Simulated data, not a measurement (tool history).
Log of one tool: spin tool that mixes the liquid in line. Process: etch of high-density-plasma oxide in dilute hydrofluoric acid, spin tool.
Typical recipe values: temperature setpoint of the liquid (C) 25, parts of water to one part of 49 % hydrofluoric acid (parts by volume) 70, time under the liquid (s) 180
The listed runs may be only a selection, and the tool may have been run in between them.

| run | day | temperature setpoint of the liquid (C) | parts of water to one part of 49 % hydrofluoric acid (parts by volume) | time under the liquid (s) | read-back film thickness of the high-density-plasma oxide reference wafer, read on the same gauge (nm) | thickness taken off the high-density-plasma oxide on a monitor wafer (Å) |
|---|---|---|---|---|---|---|
| 1 | 0 | 28 | 70 | 180 | 60 | 178.5 |
| 2 | 0.65 | 28 | 70 | 180 | 60 | 178.7 |
| 3 | 1.396 | 27.5 | 70 | 180 | 60.01 | 176.3 |
| 4 | 1.992 | 27.5 | 70 | 180 | 59.99 | 176.1 |
| 5 | 2.483 | 25 | 70 | 180 | 60 | 159 |
| 6 | 3.096 | 25 | 70 | 180 | 59.98 | 159.7 |
| 7 | 3.521 | 25 | 70 | 180 | 59.99 | 160.2 |
|  | 3.846 | hydrofluoric acid flow meter replaced |
| 8 | 4.167 | 25 | 70 | 180 | 60 | 160.9 |
| 9 | 4.517 | 25 | 70 | 180 | 60 | 159.8 |
| 10 | 5.092 | 25 | 70 | 180 | 59.99 | 160.4 |
| 11 | 5.783 | 25 | 70 | 180 | 59.99 | 160.6 |
| 12 | 6.454 | 25 | 70 | 180 | 60 | 161.3 |
| 13 | 7.021 | 25 | 85 | 135 | 60.03 | 97.6 |
| 14 | 7.375 | 28 | 70 | 180 | 59.99 | 181.1 |
| 15 | 8.1 | 21 | 100 | 105 | 59.99 | 53.8 |
| 16 | 8.571 | 25 | 70 | 180 | 60.02 | 160.9 |
| 17 | 9.2 | 27.5 | 85 | 240 | 60 | 191 |
| 18 | 9.6 | 25 | 70 | 180 | 59.98 | 163 |
|  | 9.75 | thermometer replaced |
|  | 9.762 | gauge calibrated |
| 19 | 10.212 | 25 | 70 | 235 | 60.01 | 192.1 |
| 20 | 10.467 | 25 | 70 | 180 | 59.99 | 148.9 |
| 21 | 10.804 | 23.5 | 70 | 180 | 60.01 | 140.2 |
| 22 | 11.117 | 25 | 70 | 120 | 60 | 99 |
| 23 | 11.529 | 25 | 95 | 235 | 60.03 | 137.8 |
| 24 | 12.083 | 29 | 50 | 215 | 59.97 | 299.5 |
| 25 | 12.496 | 25 | 70 | 180 | 60 | 149.1 |

Below are 5 alternative next runs, each starting from the tool's condition after run 25. Predict each:
| A | 12.517 | 25 | 45 | 180 | ? | ? |
| B | 12.517 | 23 | 55 | 90 | ? | ? |
| C | 12.517 | 20 | 70 | 180 | ? | ? |
| D | 12.517 | 25 | 55 | 215 | ? | ? |
| E | 12.517 | 21 | 70 | 180 | ? | ? |

| run | read-back film thickness of the high-density-plasma oxide reference wafer, read on the same gauge (nm) | thickness taken off the high-density-plasma oxide on a monitor wafer (Å) |
|---|---|---|
| A | 60.02 | 239.7 |
| B | 60.02 | 89.1 |
| C | 60.02 | 121.4 |
| D | 60.02 | 231.1 |
| E | 60.02 | 126.6 |
The same runs, with their run-to-run variation unchanged, on a tool lacking any hidden condition would have given:
| run | thickness taken off the high-density-plasma oxide on a monitor wafer (Å) |
|---|---|
| A | 235.2 |
| B | 87.4 |
| C | 119.1 |
| D | 226.7 |
| E | 124.1 |
